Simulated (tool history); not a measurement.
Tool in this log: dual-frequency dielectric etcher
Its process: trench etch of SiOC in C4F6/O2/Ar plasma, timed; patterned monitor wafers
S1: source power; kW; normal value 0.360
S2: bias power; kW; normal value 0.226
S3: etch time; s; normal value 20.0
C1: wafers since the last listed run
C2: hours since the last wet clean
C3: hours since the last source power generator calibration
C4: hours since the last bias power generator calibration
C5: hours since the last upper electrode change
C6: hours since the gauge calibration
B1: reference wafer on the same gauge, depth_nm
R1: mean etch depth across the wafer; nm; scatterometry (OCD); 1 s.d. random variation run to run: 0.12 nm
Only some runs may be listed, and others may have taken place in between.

run,hour,S1,S2,S3,C1,C2,C3,C4,C5,C6,B1,R1
1,0.0,0.360,0.185,20.0,0,36.1,4585.3,3002.2,2022.0,39.6,51.61,45.80
2,25.4,0.360,0.185,20.0,459,61.5,4610.7,3027.6,2047.4,65.0,51.58,45.68
3,38.0,0.360,0.226,20.0,227,74.1,4623.3,3040.2,2060.0,77.6,51.57,48.16
4,61.4,0.310,0.226,20.0,423,97.5,4646.7,3063.6,2083.4,101.0,51.59,45.64
5,150.5,0.360,0.226,20.0,1611,186.6,4735.8,3152.7,2172.5,190.1,51.59,47.76
# hour 189.4: source power generator calibrated
6,189.9,0.360,0.226,24.0,640,226.0,0.5,3192.1,2211.9,229.5,51.61,57.60
7,202.3,0.360,0.226,24.0,224,238.4,12.9,3204.5,2224.3,241.9,51.60,57.54
8,248.1,0.360,0.226,20.0,828,284.2,58.7,3250.3,2270.1,287.7,51.62,47.88
# hour 262.8: bias power generator calibrated
9,268.2,0.360,0.242,20.0,291,304.3,78.8,5.4,2290.2,307.8,51.61,48.56
10,303.4,0.270,0.226,17.0,636,339.5,114.0,40.6,2325.4,343.0,51.60,36.45
11,338.2,0.410,0.226,20.0,629,374.3,148.8,75.4,2360.2,377.8,51.57,50.30
12,368.8,0.410,0.197,23.5,553,404.9,179.4,106.0,2390.8,408.4,51.61,57.08
# hour 388.2: gauge calibrated
# hour 393.9: upper electrode replaced
# hour 412.9: wet clean of the chamber
13,413.4,0.270,0.209,20.0,28,0.5,224.0,150.6,19.5,25.2,51.59,42.26
14,413.8,0.300,0.211,22.5,7,0.9,224.4,151.0,19.9,25.6,51.60,49.67
15,436.6,0.270,0.209,20.0,412,23.7,247.2,173.8,42.7,48.4,51.60,42.26
16,463.9,0.360,0.226,20.0,493,51.0,274.5,201.1,70.0,75.7,51.62,48.23
17,486.3,0.400,0.256,20.0,405,73.4,296.9,223.5,92.4,98.1,51.57,52.09
18,591.0,0.360,0.226,20.0,1893,178.1,401.6,328.2,197.1,202.8,51.60,48.12

What if the next run were any one of these 3? Each begins from the tool's condition after run 18:
A,591.4,0.360,0.226,20.0,7,178.5,402.0,328.6,197.5,203.2,?,?
B,591.4,0.360,0.226,17.5,7,178.5,402.0,328.6,197.5,203.2,?,?
C,591.4,0.360,0.180,15.0,7,178.5,402.0,328.6,197.5,203.2,?,?

run,B1,R1
A,51.59,47.94
B,51.59,41.95
C,51.59,33.91
The same runs, with their run-to-run variation unchanged, on a tool lacking any hidden condition would have given:
run,R1
A,48.08
B,42.07
C,34.01

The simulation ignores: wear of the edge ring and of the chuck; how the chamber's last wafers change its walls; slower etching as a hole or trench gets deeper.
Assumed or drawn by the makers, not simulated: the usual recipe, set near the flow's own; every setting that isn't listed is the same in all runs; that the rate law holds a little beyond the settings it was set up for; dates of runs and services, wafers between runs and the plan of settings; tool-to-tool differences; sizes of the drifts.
